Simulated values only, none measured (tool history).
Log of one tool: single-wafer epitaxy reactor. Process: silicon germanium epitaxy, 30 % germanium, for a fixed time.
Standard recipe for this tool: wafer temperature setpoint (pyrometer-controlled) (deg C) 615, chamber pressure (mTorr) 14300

| run | hour | wafer temperature setpoint (pyrometer-controlled) (deg C) | chamber pressure (mTorr) | read-back reference wafer on the same gauge, thickness_nm | mean film thickness on the monitor wafer (nm) |
|---|---|---|---|---|---|
| 1 | 0 | 615 | 14300 | 73.351 | 68.745 |
| 2 | 27.4 | 615 | 14300 | 73.354 | 68.529 |
| 3 | 49.3 | 615 | 14300 | 73.257 | 68.295 |
| 4 | 109.4 | 615 | 14300 | 73.118 | 68.466 |
| 5 | 143.1 | 615 | 15900 | 73.064 | 72.11 |
| 6 | 158 | 615 | 15900 | 73.01 | 72.386 |
|  | 195.2 | pyrometer calibrated |
| 7 | 195.7 | 615 | 15900 | 72.939 | 72.442 |
| 8 | 203.9 | 615 | 11600 | 72.885 | 60.569 |
|  | 221.9 | gauge calibrated |
| 9 | 231.6 | 615 | 15300 | 73.875 | 71.473 |
| 10 | 263.1 | 604 | 13300 | 73.737 | 54.335 |
|  | 279.3 | capacitance manometer re-zeroed and calibrated |
| 11 | 298.7 | 615 | 14300 | 73.68 | 68.578 |
| 12 | 330.1 | 615 | 14300 | 73.511 | 68.642 |
|  | 342.6 | showerhead replaced |
| 13 | 348.1 | 622 | 11600 | 73.516 | 69.511 |
| 14 | 361.7 | 623 | 13100 | 73.358 | 75.784 |
| 15 | 388.2 | 600 | 14300 | 73.376 | 52.22 |
| 16 | 419.9 | 601 | 10800 | 73.263 | 44.851 |
| 17 | 437.8 | 628 | 16900 | 73.219 | 94.405 |

Predict each of these 4 candidate next runs independently; none follows another, all start after run 17:
| A | 438.2 | 615 | 11800 | ? | ? |
| B | 438.2 | 630 | 17400 | ? | ? |
| C | 438.2 | 601 | 14300 | ? | ? |
| D | 438.2 | 623 | 12600 | ? | ? |

| run | read-back reference wafer on the same gauge, thickness_nm | mean film thickness on the monitor wafer (nm) |
|---|---|---|
| A | 73.229 | 61.072 |
| B | 73.229 | 98.573 |
| C | 73.229 | 52.715 |
| D | 73.229 | 73.199 |
With the hidden condition removed and each run's random variation left untouched, the same runs would have given:
| run | mean film thickness on the monitor wafer (nm) |
|---|---|
| A | 61.446 |
| B | 99.176 |
| C | 53.038 |
| D | 73.647 |

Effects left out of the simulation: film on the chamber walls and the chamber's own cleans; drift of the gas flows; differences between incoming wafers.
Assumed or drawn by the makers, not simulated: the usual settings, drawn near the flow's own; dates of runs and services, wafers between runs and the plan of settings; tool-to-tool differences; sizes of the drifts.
